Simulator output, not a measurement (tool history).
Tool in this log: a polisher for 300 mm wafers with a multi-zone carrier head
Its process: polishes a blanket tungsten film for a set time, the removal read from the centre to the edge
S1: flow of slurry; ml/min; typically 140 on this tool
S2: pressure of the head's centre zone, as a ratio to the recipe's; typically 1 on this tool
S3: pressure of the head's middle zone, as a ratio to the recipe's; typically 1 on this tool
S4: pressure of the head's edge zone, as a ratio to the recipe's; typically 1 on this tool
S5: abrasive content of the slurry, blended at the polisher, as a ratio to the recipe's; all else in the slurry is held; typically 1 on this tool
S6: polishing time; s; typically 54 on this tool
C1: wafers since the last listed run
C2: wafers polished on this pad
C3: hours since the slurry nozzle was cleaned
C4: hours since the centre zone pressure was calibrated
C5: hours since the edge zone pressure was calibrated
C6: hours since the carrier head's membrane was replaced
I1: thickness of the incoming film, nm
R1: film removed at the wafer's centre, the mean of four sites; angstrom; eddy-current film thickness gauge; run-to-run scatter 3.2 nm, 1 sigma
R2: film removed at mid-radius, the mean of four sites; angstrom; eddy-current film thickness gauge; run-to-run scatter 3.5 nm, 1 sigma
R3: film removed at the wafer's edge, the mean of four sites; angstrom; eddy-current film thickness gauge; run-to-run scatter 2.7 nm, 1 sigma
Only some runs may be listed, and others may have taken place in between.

run    hour   S1    S2    S3    S4    S5  S6    C1    C2     C3     C4     C5      C6     I1    R1    R2    R3
  1       0  140     1     1     1     1  54     0  4137  188.8  725.9  292.3  1267.7  660.4  2319  2447  2398
       17.7  -- worn pad replaced by a new one
       29.8  -- carrier head's membrane replaced by a new one
  2    46.5  140     1     1     1     1  54   318   202  235.3  772.4  338.8    16.7  663.4  2327  2418  2415
  3   121.7  140     1     1     1     1  54   638   841  310.5  847.6    414    91.9  656.2  2372  2450  2372
      171.6  -- edge zone pressure recalibrated
      212.8  -- slurry nozzle cleaned
  4   213.3  140     1     1     1     1  54   752  1594    0.5  939.2   41.7   183.5  652.8  2383  2487  2407
  5   307.1  105     1     1     1     1  54   797  2391   94.3   1033  135.5   277.3  669.5  2294  2362  2363
      370.4  -- centre zone pressure recalibrated
      491.1  -- worn pad replaced by a new one
  6   520.5  165  1.07  1.06     1     1  54  1762   249  307.7  150.1  348.9   490.7  650.2  2517  2508  2342
  7   566.3  140  1.05     1  0.96     1  38   389   639  353.5  195.9  394.7   536.5  661.5  1727  1688  1609
      590.7  -- edge zone pressure recalibrated
  8   628.1  140     1     1     1     1  54   508  1147  415.3  257.7   37.4   598.3  659.6  2421  2405  2350
  9   693.6  140  0.93     1     1     1  70   556  1703  480.8  323.2  102.9   663.8  651.9  2838  3059  3073
      745.1  -- slurry nozzle cleaned
 10     767   90     1  0.91  1.04     1  54   615  2318   21.9  396.6  176.3   737.2  658.2  2237  2102  2324
 11     846  140  1.05  0.92   1.1  1.15  54   671  2990  100.9  475.6  255.3   816.2  656.7  2562  2382  2536
 12   901.3  140     1     1     1     1  35   469  3460  156.2  530.9  310.6   871.5    656  1497  1574  1535
 13   958.6  140     1     1     1     1  54   486  3946  213.5  588.2  367.9   928.8  663.3  2388  2394  2387
      976.3  -- worn pad replaced by a new one
     1043.3  -- edge zone pressure recalibrated
 14  1063.9  140  1.05     1  0.96     1  38   843   727  318.8  693.5   20.6  1034.1  657.8  1754  1704  1656
 15  1103.5  140     1     1     1     1  42   336  1063  358.4  733.1   60.2  1073.7  657.2  1841  1867  1866
     1130.3  -- carrier head's membrane replaced by a new one
 16  1188.9  140     1     1     1     1  54   683  1746  443.8  818.5  145.6    58.6  661.4  2366  2373  2376
     1201.9  -- centre zone pressure recalibrated
     1271.7  -- slurry nozzle cleaned
 17  1272.2   90     1  1.09     1   1.2  54   682  2429    0.5   70.3  228.9   141.9  657.3  2328  2434  2388
 18  1367.2  115     1     1     1  0.75  54   807  3236   95.5  165.3  323.9   236.9  671.9  2126  2230  2154
 19  1417.1  110  0.91     1  1.09   0.8  54   423  3660  145.4  215.2  373.8   286.8  665.4  1961  2230  2285
       1437  -- worn pad replaced by a new one
 20  1483.4  180  1.05  0.89     1     1  39   529   394  211.7  281.5  440.1   353.1  665.1  1778  1709  1744
       1547  -- edge zone pressure recalibrated
 21  1560.1  140     1     1     1   1.1  54   634  1029  288.4  358.2   13.1   429.8  664.1  2369  2494  2421

4 options for the next run, each taken on its own from the tool as it stands now. Forecast them:
  A  1560.5  140     1     1   1    1  39   3  1032  288.8  358.6  13.5  430.2  660.6   ?   ?   ?
  B  1560.5  140  0.89     1   1    1  54   3  1032  288.8  358.6  13.5  430.2  660.6   ?   ?   ?
  C  1560.5  140     1  0.88   1    1  54   3  1032  288.8  358.6  13.5  430.2  660.6   ?   ?   ?
  D  1560.5  140     1  0.91   1  1.1  36   3  1032  288.8  358.6  13.5  430.2  660.6   ?   ?   ?

run    R1    R2    R3
  A  1694  1730  1689
  B  2123  2397  2339
  C  2345  2253  2341
  D  1602  1563  1599
The same runs, with their run-to-run variation unchanged, on a tool lacking any hidden condition would have given:
run    R1    R2    R3
  A  1694  1730  1689
  B  2123  2397  2339
  C  2345  2253  2341
  D  1602  1563  1599
